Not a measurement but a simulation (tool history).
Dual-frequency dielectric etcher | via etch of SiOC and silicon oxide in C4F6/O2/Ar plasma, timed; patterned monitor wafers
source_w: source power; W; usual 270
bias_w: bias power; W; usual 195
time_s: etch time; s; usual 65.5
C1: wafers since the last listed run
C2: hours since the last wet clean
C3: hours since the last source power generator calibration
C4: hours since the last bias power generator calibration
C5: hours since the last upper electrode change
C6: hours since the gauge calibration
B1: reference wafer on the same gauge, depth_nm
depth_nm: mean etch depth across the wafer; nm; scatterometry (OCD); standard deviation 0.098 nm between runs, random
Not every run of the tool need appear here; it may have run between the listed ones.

Run 1, hour 0.0: usual settings but bias_w 218 W, time_s 55.5 s; C1 0; C2 360.2; C3 2051.3; C4 3622.2; C5 3757.8; C6 2.0; B1 59.9. Result: depth_nm 57.9 nm.
Run 2, hour 17.2: usual settings but bias_w 218 W, time_s 55.5 s; C1 122; C2 377.4; C3 2068.5; C4 3639.4; C5 3775.0; C6 19.2; B1 59.9. Result: depth_nm 57.9 nm.
Run 3, hour 30.8: usual settings; C1 96; C2 391.0; C3 2082.1; C4 3653.0; C5 3788.6; C6 32.8; B1 59.9. Result: depth_nm 65.8 nm.
Run 4, hour 43.8: usual settings; C1 92; C2 404.0; C3 2095.1; C4 3666.0; C5 3801.6; C6 45.8; B1 59.9. Result: depth_nm 65.8 nm.
Run 5, hour 55.5: usual settings; C1 83; C2 415.7; C3 2106.8; C4 3677.7; C5 3813.3; C6 57.5; B1 59.9. Result: depth_nm 66.0 nm.
Run 6, hour 68.7: usual settings; C1 94; C2 428.9; C3 2120.0; C4 3690.9; C5 3826.5; C6 70.7; B1 59.9. Result: depth_nm 65.9 nm.
Run 7, hour 86.4: usual settings; C1 126; C2 446.6; C3 2137.7; C4 3708.6; C5 3844.2; C6 88.4; B1 59.9. Result: depth_nm 66.1 nm.
Run 8, hour 95.1: usual settings; C1 62; C2 455.3; C3 2146.4; C4 3717.3; C5 3852.9; C6 97.1; B1 59.9. Result: depth_nm 66.0 nm.
Run 9, hour 108.2: usual settings; C1 93; C2 468.4; C3 2159.5; C4 3730.4; C5 3866.0; C6 110.2; B1 59.9. Result: depth_nm 66.1 nm.
Run 10, hour 124.2: usual settings but bias_w 226 W; C1 114; C2 484.4; C3 2175.5; C4 3746.4; C5 3882.0; C6 126.2; B1 59.9. Result: depth_nm 69.4 nm.
At hour 162.2: source power generator calibrated.
Run 11, hour 171.7: usual settings but bias_w 166 W; C1 310; C2 531.9; C3 9.5; C4 3793.9; C5 3929.5; C6 173.7; B1 59.9. Result: depth_nm 62.8 nm.
Run 12, hour 179.6: usual settings but source_w 210 W, time_s 72.0 s; C1 56; C2 539.8; C3 17.4; C4 3801.8; C5 3937.4; C6 181.6; B1 59.9. Result: depth_nm 68.4 nm.
Run 13, hour 191.5: usual settings but time_s 49.5 s; C1 84; C2 551.7; C3 29.3; C4 3813.7; C5 3949.3; C6 193.5; B1 59.9. Result: depth_nm 50.0 nm.
Run 14, hour 203.8: usual settings; C1 87; C2 564.0; C3 41.6; C4 3826.0; C5 3961.6; C6 205.8; B1 59.9. Result: depth_nm 66.2 nm.
Run 15, hour 219.0: usual settings but source_w 230 W, time_s 70.5 s; C1 108; C2 579.2; C3 56.8; C4 3841.2; C5 3976.8; C6 221.0; B1 59.9. Result: depth_nm 68.4 nm.
At hour 253.4: upper electrode replaced.
At hour 266.0: bias power generator calibrated.
At hour 271.7: gauge calibrated.
At hour 272.8: wet clean of the chamber.
Run 16, hour 273.3: usual settings but time_s 49.5 s; C1 139; C2 0.5; C3 111.1; C4 7.3; C5 19.9; C6 1.6; B1 59.9. Result: depth_nm 49.6 nm.
Run 17, hour 273.6: usual settings but bias_w 218 W, time_s 55.5 s; C1 2; C2 0.8; C3 111.4; C4 7.6; C5 20.2; C6 1.9; B1 59.9. Result: depth_nm 57.6 nm.
Run 18, hour 273.9: usual settings but time_s 55.5 s; C1 2; C2 1.1; C3 111.7; C4 7.9; C5 20.5; C6 2.2; B1 59.9. Result: depth_nm 55.5 nm.
Run 19, hour 274.3: usual settings but source_w 230 W, bias_w 154 W; C1 2; C2 1.5; C3 112.1; C4 8.3; C5 20.9; C6 2.6; B1 59.9. Result: depth_nm 58.7 nm.
Run 20, hour 282.7: usual settings; C1 59; C2 9.9; C3 120.5; C4 16.7; C5 29.3; C6 11.0; B1 59.9. Result: depth_nm 65.6 nm.
Run 21, hour 293.6: usual settings but source_w 320 W, time_s 81.0 s; C1 77; C2 20.8; C3 131.4; C4 27.6; C5 40.2; C6 21.9; B1 59.9. Result: depth_nm 84.7 nm.
Run 22, hour 299.6: usual settings but bias_w 213 W; C1 42; C2 26.8; C3 137.4; C4 33.6; C5 46.2; C6 27.9; B1 59.9. Result: depth_nm 67.6 nm.
Run 23, hour 309.9: usual settings but time_s 71.0 s; C1 73; C2 37.1; C3 147.7; C4 43.9; C5 56.5; C6 38.2; B1 59.9. Result: depth_nm 71.2 nm.
Run 24, hour 324.6: usual settings but source_w 220 W, bias_w 212 W, time_s 84.0 s; C1 104; C2 51.8; C3 162.4; C4 58.6; C5 71.2; C6 52.9; B1 59.9. Result: depth_nm 82.2 nm.
Run 25, hour 337.1: usual settings but source_w 250 W, bias_w 158 W, time_s 76.0 s; C1 89; C2 64.3; C3 174.9; C4 71.1; C5 83.7; C6 65.4; B1 59.9. Result: depth_nm 70.2 nm.
Run 26, hour 343.9: usual settings but bias_w 148 W; C1 48; C2 71.1; C3 181.7; C4 77.9; C5 90.5; C6 72.2; B1 59.9. Result: depth_nm 60.4 nm.
Run 27, hour 361.5: usual settings; C1 125; C2 88.7; C3 199.3; C4 95.5; C5 108.1; C6 89.8; B1 59.9. Result: depth_nm 65.9 nm.
Run 28, hour 369.2: usual settings; C1 54; C2 96.4; C3 207.0; C4 103.2; C5 115.8; C6 97.5; B1 59.9. Result: depth_nm 65.6 nm.
Run 29, hour 380.7: usual settings but bias_w 166 W, time_s 70.5 s; C1 81; C2 107.9; C3 218.5; C4 114.7; C5 127.3; C6 109.0; B1 59.9. Result: depth_nm 67.3 nm.
Run 30, hour 395.8: usual settings but time_s 53.0 s; C1 107; C2 123.0; C3 233.6; C4 129.8; C5 142.4; C6 124.1; B1 59.9. Result: depth_nm 53.3 nm.

How the hidden state differs across the entries between the runs, from the last listed run before each to the first after it:
Between runs 10 and 11: source power generator calibrated (hour 162.2)
  etch rate over this chamber's usual, %: 0.739 -> 0.819
  the result without the hidden state subtracted from the measured one, depth_nm: +0.5 -> +0.5 nm
Between runs 15 and 16: upper electrode replaced (hour 253.4); bias power generator calibrated (hour 266.0); gauge calibrated (hour 271.7); wet clean of the chamber (hour 272.8)
  etch rate over this chamber's usual, %: 0.899 -> 0.05
  the result without the hidden state subtracted from the measured one, depth_nm: +0.6 -> +0.0 nm
